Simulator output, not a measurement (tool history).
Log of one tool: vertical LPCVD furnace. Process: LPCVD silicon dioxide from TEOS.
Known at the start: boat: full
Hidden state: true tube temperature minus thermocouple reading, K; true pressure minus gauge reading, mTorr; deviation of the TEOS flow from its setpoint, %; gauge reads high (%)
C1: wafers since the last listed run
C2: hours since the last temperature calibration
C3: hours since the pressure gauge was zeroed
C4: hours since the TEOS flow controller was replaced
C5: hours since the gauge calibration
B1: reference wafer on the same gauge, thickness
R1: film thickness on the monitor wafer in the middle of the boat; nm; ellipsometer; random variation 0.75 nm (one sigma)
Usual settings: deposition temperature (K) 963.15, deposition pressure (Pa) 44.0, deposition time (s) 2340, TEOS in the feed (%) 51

run 1 day=0.000 | deposition_temperature_(K)=963.15 deposition_pressure_(Pa)=44.0 deposition_time_(s)=1950 TEOS_in_the_feed_(%)=51 | C1=0 C2=1409.4 C3=1023.7 C4=3213.0 C5=1088.5 | B1=152.87 | R1=152.38
-- day=0.504 gauge calibrated
run 2 day=3.988 | deposition_temperature_(K)=963.15 deposition_pressure_(Pa)=44.0 deposition_time_(s)=1950 TEOS_in_the_feed_(%)=51 | C1=1539 C2=1505.1 C3=1119.4 C4=3308.7 C5=83.6 | B1=152.98 | R1=151.98
run 3 day=12.162 | deposition_temperature_(K)=963.15 deposition_pressure_(Pa)=44.0 deposition_time_(s)=2910 TEOS_in_the_feed_(%)=51 | C1=3155 C2=1701.3 C3=1315.6 C4=3504.9 C5=279.8 | B1=153.15 | R1=225.84
run 4 day=15.833 | deposition_temperature_(K)=963.15 deposition_pressure_(Pa)=44.0 deposition_time_(s)=2910 TEOS_in_the_feed_(%)=51 | C1=1416 C2=1789.4 C3=1403.7 C4=3593.0 C5=367.9 | B1=152.86 | R1=225.57
run 5 day=18.896 | deposition_temperature_(K)=963.15 deposition_pressure_(Pa)=44.0 deposition_time_(s)=2910 TEOS_in_the_feed_(%)=51 | C1=1182 C2=1862.9 C3=1477.2 C4=3666.5 C5=441.4 | B1=152.89 | R1=227.99
run 6 day=21.396 | deposition_temperature_(K)=971.15 deposition_pressure_(Pa)=44.0 deposition_time_(s)=2340 TEOS_in_the_feed_(%)=51 | C1=964 C2=1922.9 C3=1537.2 C4=3726.5 C5=501.4 | B1=153.11 | R1=219.00
-- day=23.929 TEOS flow controller replaced
run 7 day=23.950 | deposition_temperature_(K)=971.15 deposition_pressure_(Pa)=44.0 deposition_time_(s)=2340 TEOS_in_the_feed_(%)=51 | C1=599 C2=1984.2 C3=1598.5 C4=0.5 C5=562.7 | B1=153.06 | R1=221.33
run 8 day=25.042 | deposition_temperature_(K)=959.15 deposition_pressure_(Pa)=44.0 deposition_time_(s)=2340 TEOS_in_the_feed_(%)=51 | C1=421 C2=2010.4 C3=1624.7 C4=26.7 C5=588.9 | B1=152.64 | R1=163.74
-- day=32.458 thermocouples replaced and temperature profile calibrated
run 9 day=32.479 | deposition_temperature_(K)=959.15 deposition_pressure_(Pa)=44.0 deposition_time_(s)=2340 TEOS_in_the_feed_(%)=51 | C1=2484 C2=0.5 C3=1803.2 C4=205.2 C5=767.4 | B1=153.34 | R1=163.69
run 10 day=35.279 | deposition_temperature_(K)=963.15 deposition_pressure_(Pa)=44.0 deposition_time_(s)=3060 TEOS_in_the_feed_(%)=58 | C1=1080 C2=67.7 C3=1870.4 C4=272.4 C5=834.6 | B1=152.79 | R1=252.54
-- day=35.879 gauge calibrated
-- day=38.079 pressure gauge zeroed
run 11 day=38.100 | deposition_temperature_(K)=968.15 deposition_pressure_(Pa)=40.7 deposition_time_(s)=1680 TEOS_in_the_feed_(%)=59 | C1=702 C2=135.4 C3=0.5 C4=340.1 C5=53.3 | B1=153.01 | R1=159.95
run 12 day=41.825 | deposition_temperature_(K)=963.15 deposition_pressure_(Pa)=44.0 deposition_time_(s)=2340 TEOS_in_the_feed_(%)=51 | C1=1437 C2=224.8 C3=89.9 C4=429.5 C5=142.7 | B1=152.92 | R1=190.60
run 13 day=46.096 | deposition_temperature_(K)=963.15 deposition_pressure_(Pa)=44.0 deposition_time_(s)=2340 TEOS_in_the_feed_(%)=51 | C1=1648 C2=327.3 C3=192.4 C4=532.0 C5=245.2 | B1=153.11 | R1=190.65
run 14 day=48.654 | deposition_temperature_(K)=963.15 deposition_pressure_(Pa)=36.7 deposition_time_(s)=2340 TEOS_in_the_feed_(%)=54 | C1=987 C2=388.7 C3=253.8 C4=593.4 C5=306.6 | B1=153.06 | R1=179.64
run 15 day=50.733 | deposition_temperature_(K)=963.15 deposition_pressure_(Pa)=52.7 deposition_time_(s)=2340 TEOS_in_the_feed_(%)=56 | C1=802 C2=438.6 C3=303.7 C4=643.3 C5=356.5 | B1=152.91 | R1=217.41
-- day=53.071 pressure gauge zeroed, repeated, since the last time left the tool worse
run 16 day=54.496 | deposition_temperature_(K)=963.15 deposition_pressure_(Pa)=48.0 deposition_time_(s)=2340 TEOS_in_the_feed_(%)=51 | C1=1066 C2=528.9 C3=34.2 C4=733.6 C5=446.8 | B1=152.96 | R1=193.96
run 17 day=57.546 | deposition_temperature_(K)=963.15 deposition_pressure_(Pa)=44.0 deposition_time_(s)=1620 TEOS_in_the_feed_(%)=51 | C1=1177 C2=602.1 C3=107.4 C4=806.8 C5=520.0 | B1=152.93 | R1=128.08
run 18 day=59.688 | deposition_temperature_(K)=963.15 deposition_pressure_(Pa)=38.0 deposition_time_(s)=2340 TEOS_in_the_feed_(%)=51 | C1=826 C2=653.5 C3=158.8 C4=858.2 C5=571.4 | B1=153.21 | R1=170.70
run 19 day=62.838 | deposition_temperature_(K)=970.15 deposition_pressure_(Pa)=37.3 deposition_time_(s)=1470 TEOS_in_the_feed_(%)=57 | C1=1215 C2=729.1 C3=234.4 C4=933.8 C5=647.0 | B1=153.08 | R1=134.33

3 ways to go on from here, each from the tool as it stands after run 19. What would each give?
run A day=63.062 | deposition_temperature_(K)=963.15 deposition_pressure_(Pa)=44.0 deposition_time_(s)=3120 TEOS_in_the_feed_(%)=51 | C1=86 C2=734.5 C3=239.8 C4=939.2 C5=652.4 | B1=? | R1=?
run B day=63.062 | deposition_temperature_(K)=969.15 deposition_pressure_(Pa)=44.0 deposition_time_(s)=2880 TEOS_in_the_feed_(%)=51 | C1=86 C2=734.5 C3=239.8 C4=939.2 C5=652.4 | B1=? | R1=?
run C day=63.062 | deposition_temperature_(K)=963.15 deposition_pressure_(Pa)=37.3 deposition_time_(s)=2340 TEOS_in_the_feed_(%)=45 | C1=86 C2=734.5 C3=239.8 C4=939.2 C5=652.4 | B1=? | R1=?

run=A B1=153.05 R1=246.86
run=B B1=153.05 R1=262.54
run=C B1=153.05 R1=160.23
Without the tool's hidden state the same runs would have given:
run=A R1=246.60
run=B R1=262.26
run=C R1=160.03
